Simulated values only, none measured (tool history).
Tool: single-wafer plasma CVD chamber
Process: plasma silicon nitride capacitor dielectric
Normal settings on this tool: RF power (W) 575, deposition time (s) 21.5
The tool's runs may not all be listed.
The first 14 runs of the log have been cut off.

| run | hour | RF power (W) | deposition time (s) | read-back reference wafer on the same gauge, thickness_nm | mean film thickness on the monitor wafer (Å) |
|---|---|---|---|---|---|
| 15 | 850.3 | 575 | 21.5 | 31.210 | 330.08 |
| 16 | 909.6 | 575 | 21.5 | 31.175 | 329.91 |
| 17 | 957.7 | 575 | 21.5 | 31.229 | 328.91 |
| 18 | 1016.0 | 465 | 18.8 | 31.203 | 269.86 |
|  | 1054.0 | RF generator calibrated |
| 19 | 1084.2 | 640 | 19.0 | 31.183 | 308.84 |
| 20 | 1146.0 | 625 | 24.3 | 31.205 | 389.01 |
|  | 1200.4 | showerhead replaced |
| 21 | 1276.2 | 575 | 21.5 | 31.212 | 335.18 |
| 22 | 1316.0 | 675 | 19.9 | 31.216 | 327.75 |
| 23 | 1374.1 | 510 | 19.3 | 31.220 | 289.90 |
| 24 | 1405.7 | 540 | 22.7 | 31.208 | 345.41 |
| 25 | 1512.8 | 575 | 24.7 | 31.187 | 383.63 |
| 26 | 1563.4 | 575 | 21.5 | 31.226 | 334.47 |
| 27 | 1613.4 | 575 | 21.5 | 31.200 | 334.18 |
| 28 | 1667.2 | 670 | 21.5 | 31.194 | 347.22 |
| 29 | 1737.8 | 575 | 21.5 | 31.185 | 332.39 |
| 30 | 1791.2 | 475 | 18.9 | 31.205 | 275.24 |
|  | 1818.4 | gauge calibrated |
| 31 | 1849.4 | 575 | 21.5 | 31.211 | 333.52 |
| 32 | 1892.6 | 575 | 21.5 | 31.211 | 329.98 |
| 33 | 1944.1 | 575 | 21.5 | 31.231 | 331.88 |
| 34 | 1968.4 | 465 | 21.5 | 31.224 | 311.93 |

What if the next run were any one of these 3? Each begins from the tool's condition after run 34:
| A | 1968.8 | 575 | 21.5 | ? | ? |
| B | 1968.8 | 575 | 23.9 | ? | ? |
| C | 1968.8 | 515 | 19.3 | ? | ? |

| run | read-back reference wafer on the same gauge, thickness_nm | mean film thickness on the monitor wafer (Å) |
|---|---|---|
| A | 31.200 | 333.58 |
| B | 31.200 | 370.82 |
| C | 31.200 | 289.31 |
What these runs would have given with no unlogged condition in the tool:
| run | mean film thickness on the monitor wafer (Å) |
|---|---|
| A | 340.61 |
| B | 378.63 |
| C | 295.40 |
